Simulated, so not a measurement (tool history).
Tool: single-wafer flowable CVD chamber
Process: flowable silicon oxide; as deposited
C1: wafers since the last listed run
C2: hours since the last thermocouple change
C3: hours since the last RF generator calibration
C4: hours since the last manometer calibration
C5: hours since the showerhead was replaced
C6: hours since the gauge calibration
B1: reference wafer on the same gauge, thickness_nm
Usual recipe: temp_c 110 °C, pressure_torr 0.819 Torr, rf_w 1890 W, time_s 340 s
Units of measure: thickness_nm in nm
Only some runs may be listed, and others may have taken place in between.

Run 1, day 0: usual settings; C1 0; C2 1254.5; C3 495.6; C4 123.8; C5 109.8; C6 2082.4; B1 161.989. Result: thickness_nm 150.435 nm.
Run 2, day 2.992: usual settings; C1 402; C2 1326.3; C3 567.4; C4 195.6; C5 181.6; C6 2154.2; B1 162.227. Result: thickness_nm 150.559 nm.
Run 3, day 5.842: usual settings but rf_w 2085 W; C1 383; C2 1394.7; C3 635.8; C4 264; C5 250; C6 2222.6; B1 161.83. Result: thickness_nm 153.89 nm.
At day 7.946: RF generator calibrated, repeated, since the last time left the tool worse.
Run 4, day 9.879: usual settings but rf_w 2085 W; C1 498; C2 1491.6; C3 46.4; C4 360.9; C5 346.9; C6 2319.5; B1 161.917. Result: thickness_nm 156.458 nm.
At day 14.838: gauge calibrated.
Run 5, day 19.762: usual settings but rf_w 2085 W; C1 1330; C2 1728.8; C3 283.6; C4 598.1; C5 584.1; C6 118.2; B1 161.948. Result: thickness_nm 157.218 nm.
Run 6, day 23.108: usual settings; C1 450; C2 1809.1; C3 363.9; C4 678.4; C5 664.4; C6 198.5; B1 162.009. Result: thickness_nm 153.62 nm.
Run 7, day 24.858: usual settings but temp_c 122 °C, rf_w 1775 W; C1 235; C2 1851.1; C3 405.9; C4 720.4; C5 706.4; C6 240.5; B1 162.22. Result: thickness_nm 110.043 nm.
Run 8, day 26.988: usual settings; C1 286; C2 1902.2; C3 457; C4 771.5; C5 757.5; C6 291.6; B1 161.966. Result: thickness_nm 154.32 nm.
Run 9, day 29.304: usual settings but temp_c 119 °C; C1 311; C2 1957.8; C3 512.6; C4 827.1; C5 813.1; C6 347.2; B1 161.964. Result: thickness_nm 120.706 nm.
Run 10, day 32.367: usual settings but temp_c 98 °C; C1 412; C2 2031.3; C3 586.1; C4 900.6; C5 886.6; C6 420.7; B1 161.846. Result: thickness_nm 218.462 nm.
Run 11, day 35.962: usual settings but temp_c 104 °C, pressure_torr 0.768 Torr, rf_w 2185 W, time_s 316 s; C1 484; C2 2117.6; C3 672.4; C4 986.9; C5 972.9; C6 507; B1 161.862. Result: thickness_nm 164.598 nm.
Run 12, day 39.033: usual settings; C1 413; C2 2191.3; C3 746.1; C4 1060.6; C5 1046.6; C6 580.7; B1 162.102. Result: thickness_nm 153.793 nm.
Run 13, day 41.279: usual settings; C1 302; C2 2245.2; C3 800; C4 1114.5; C5 1100.5; C6 634.6; B1 161.931. Result: thickness_nm 153.715 nm.
At day 42.371: capacitance manometer re-zeroed and calibrated.
At day 43.725: thermocouple changed; heater temperature recalibrated.
Run 14, day 45.258: usual settings but pressure_torr 0.713 Torr, time_s 382 s; C1 445; C2 36.8; C3 895.5; C4 69.3; C5 1196; C6 730.1; B1 162.213. Result: thickness_nm 151.556 nm.
Run 15, day 47.738: usual settings but temp_c 101 °C, pressure_torr 0.701 Torr; C1 333; C2 96.3; C3 955; C4 128.8; C5 1255.5; C6 789.6; B1 162.098. Result: thickness_nm 172.74 nm.
At day 49.762: RF generator calibrated.
Run 16, day 51.479: usual settings but temp_c 123 °C, pressure_torr 0.946 Torr, rf_w 2065 W; C1 458; C2 186.1; C3 41.2; C4 218.6; C5 1345.3; C6 879.4; B1 162.095. Result: thickness_nm 125.951 nm.
Run 17, day 54.888: usual settings but pressure_torr 0.878 Torr, rf_w 2265 W; C1 458; C2 267.9; C3 123; C4 300.4; C5 1427.1; C6 961.2; B1 162.187. Result: thickness_nm 169.535 nm.
Run 18, day 58.029: usual settings; C1 422; C2 343.3; C3 198.4; C4 375.8; C5 1502.5; C6 1036.6; B1 162.224. Result: thickness_nm 154.174 nm.
Run 19, day 63.825: usual settings; C1 780; C2 482.4; C3 337.5; C4 514.9; C5 1641.6; C6 1175.7; B1 162.189. Result: thickness_nm 153.283 nm.
Run 20, day 66.446: usual settings but pressure_torr 0.645 Torr, rf_w 2195 W; C1 352; C2 545.3; C3 400.4; C4 577.8; C5 1704.5; C6 1238.6; B1 161.948. Result: thickness_nm 129.324 nm.
Run 21, day 70.542: usual settings; C1 551; C2 643.6; C3 498.7; C4 676.1; C5 1802.8; C6 1336.9; B1 161.719. Result: thickness_nm 154.754 nm.
Run 22, day 73.521: usual settings but temp_c 106 °C, pressure_torr 0.972 Torr, rf_w 1610 W, time_s 279 s; C1 401; C2 715.1; C3 570.2; C4 747.6; C5 1874.3; C6 1408.4; B1 162.107. Result: thickness_nm 157.866 nm.
Run 23, day 77.85: usual settings; C1 582; C2 819; C3 674.1; C4 851.5; C5 1978.2; C6 1512.3; B1 162.041. Result: thickness_nm 154.066 nm.
Run 24, day 82.342: usual settings but temp_c 120 °C, rf_w 1510 W; C1 604; C2 926.8; C3 781.9; C4 959.3; C5 2086; C6 1620.1; B1 162.027. Result: thickness_nm 109.342 nm.
Run 25, day 86.283: usual settings but temp_c 98 °C, pressure_torr 0.658 Torr, time_s 373 s; C1 530; C2 1021.4; C3 876.5; C4 1053.9; C5 2180.6; C6 1714.7; B1 161.883. Result: thickness_nm 196.76 nm.
Run 26, day 90.604: usual settings but temp_c 116 °C, pressure_torr 0.646 Torr, rf_w 1705 W, time_s 382 s; C1 581; C2 1125.1; C3 980.2; C4 1157.6; C5 2284.3; C6 1818.4; B1 162.027. Result: thickness_nm 114.227 nm.
At day 91.279: capacitance manometer re-zeroed and calibrated.
At day 92.871: RF generator calibrated.
Run 27, day 92.888: usual settings; C1 217; C2 1179.9; C3 0.4; C4 38.6; C5 2339.1; C6 1873.2; B1 161.879. Result: thickness_nm 154.131 nm.

Below are 5 alternative next runs, each starting from the tool's condition after run 27. Predict each:
Run A, day 92.908: usual settings but temp_c 106 °C; C1 2; C2 1180.4; C3 0.9; C4 39.1; C5 2339.6; C6 1873.7; B1 ?. Result: thickness_nm ?.
Run B, day 92.908: usual settings but pressure_torr 0.708 Torr, rf_w 1775 W; C1 2; C2 1180.4; C3 0.9; C4 39.1; C5 2339.6; C6 1873.7; B1 ?. Result: thickness_nm ?.
Run C, day 92.908: usual settings but rf_w 2060 W, time_s 395 s; C1 2; C2 1180.4; C3 0.9; C4 39.1; C5 2339.6; C6 1873.7; B1 ?. Result: thickness_nm ?.
Run D, day 92.908: usual settings but temp_c 98 °C, rf_w 2205 W, time_s 284 s; C1 2; C2 1180.4; C3 0.9; C4 39.1; C5 2339.6; C6 1873.7; B1 ?. Result: thickness_nm ?.
Run E, day 92.908: usual settings but pressure_torr 0.656 Torr; C1 2; C2 1180.4; C3 0.9; C4 39.1; C5 2339.6; C6 1873.7; B1 ?. Result: thickness_nm ?.

run       B1  thickness_nm
  A  161.902       173.731
  B  161.902       133.914
  C  161.902         183.1
  D  161.902       189.422
  E  161.902       127.046
Without the tool's hidden state the same runs would have given:
run  thickness_nm
  A       173.779
  B        133.96
  C       183.143
  D       189.466
  E       127.081

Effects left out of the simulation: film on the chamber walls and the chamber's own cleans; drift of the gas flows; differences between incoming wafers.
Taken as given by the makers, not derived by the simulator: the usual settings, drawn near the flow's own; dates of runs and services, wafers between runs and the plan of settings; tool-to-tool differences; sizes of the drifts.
